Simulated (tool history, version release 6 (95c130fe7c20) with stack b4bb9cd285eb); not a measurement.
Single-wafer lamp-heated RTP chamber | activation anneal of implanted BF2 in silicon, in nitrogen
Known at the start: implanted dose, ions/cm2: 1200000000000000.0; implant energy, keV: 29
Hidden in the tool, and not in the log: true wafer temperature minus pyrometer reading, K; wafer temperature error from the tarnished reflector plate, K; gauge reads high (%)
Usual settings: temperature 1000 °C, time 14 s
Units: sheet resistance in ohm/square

run	hour	temperature	time	wafers since the last listed run	wafers since the last pyrometer calibration	wafers since the reflector plate was cleaned	hours since the gauge calibration	read-back reference wafer on the same gauge, sheet resistance	sheet resistance
1	0.0	1000	18	0	52	2339	719.7	151.66	150.16
2	28.8	1000	18	497	550	2836	748.5	151.42	149.89
3	61.9	1010	17	571	1121	3408	781.6	151.17	139.31
4	84.7	1010	17	393	1515	3802	804.4	150.94	139.90
5	98.7	1008	14	241	1756	4043	818.4	150.80	143.46
6	121.4	1008	14	391	2148	4435	841.1	150.56	144.56
7	141.3	1008	14	343	2492	4779	861.0	150.35	145.73
8	173.1	1000	14	549	3041	5328	892.8	150.07	152.05
9	188.0	1000	14	257	3298	5585	907.7	150.12	151.64
10	206.4	1000	14	317	3616	5903	926.1	149.76	151.68
11	237.2	1000	14	531	4148	6435	956.9	149.39	149.54
# hour 264.0: pyrometer window cleaned and pyrometer calibrated
12	264.5	1000	14	333	8	6768	984.2	149.12	150.76
# hour 275.5: reflector plate cleaned
13	278.1	1000	14	96	104	45	997.8	148.97	149.77
14	301.5	1000	14	404	508	449	1021.2	148.67	149.50
15	337.2	1019	7	616	1125	1065	1056.9	148.24	143.41
16	443.5	1000	14	1835	2960	2900	1163.2	146.93	147.99
17	457.7	1022	19	245	3205	3145	1177.4	146.78	127.49
# hour 472.5: pyrometer window cleaned and pyrometer calibrated
18	488.1	1000	14	386	268	3532	1207.8	146.57	147.32
# hour 510.5: gauge calibrated
19	513.1	1000	14	431	700	3964	2.6	154.90	156.39
20	535.9	1022	8	393	1094	4357	25.4	155.02	146.00
21	569.4	1000	21	578	1672	4936	58.9	154.91	150.02
22	590.9	1000	19	371	2043	5307	80.4	154.67	151.33
23	611.8	975	18	360	2404	5668	101.3	154.84	180.40
24	626.4	991	11	252	2656	5920	115.9	154.84	167.16
25	654.7	1000	14	488	3145	6409	144.2	154.59	155.97
# hour 681.6: pyrometer window cleaned and pyrometer calibrated
26	690.6	1008	11	481	156	6890	180.1	154.87	152.54
27	750.5	977	17	1034	1190	7925	240.0	154.62	178.44
# hour 762.9: reflector plate cleaned
28	769.8	1021	14	195	1385	118	259.3	154.42	138.44
29	876.0	989	18	1833	3219	1952	365.5	154.10	161.95
30	892.5	1000	14	284	3503	2237	382.0	154.12	154.07
31	917.3	1018	17	428	3932	2665	406.8	153.91	137.21
# hour 933.7: pyrometer window cleaned and pyrometer calibrated
32	945.7	984	12	352	207	3017	435.2	153.80	175.08
33	975.8	1000	10	519	727	3537	465.3	153.67	159.95
34	998.3	979	20	388	1115	3925	487.8	153.50	170.54
35	1018.6	977	8	350	1466	4276	508.1	153.52	185.92
36	1040.3	1027	22	374	1840	4650	529.8	153.31	126.05

Forecast each of these 4 alternatives for the next run:
A	1040.7	1000	14	6	1847	4657	530.2	?	?
B	1040.7	1013	17	6	1847	4657	530.2	?	?
C	1040.7	990	14	6	1847	4657	530.2	?	?
D	1040.7	1014	11	6	1847	4657	530.2	?	?

run	read-back reference wafer on the same gauge, sheet resistance	sheet resistance
A	153.43	155.47
B	153.43	140.81
C	153.43	165.73
D	153.43	146.48
Without the tool's hidden state the same runs would have given:
run	sheet resistance
A	157.16
B	142.33
C	167.52
D	148.07

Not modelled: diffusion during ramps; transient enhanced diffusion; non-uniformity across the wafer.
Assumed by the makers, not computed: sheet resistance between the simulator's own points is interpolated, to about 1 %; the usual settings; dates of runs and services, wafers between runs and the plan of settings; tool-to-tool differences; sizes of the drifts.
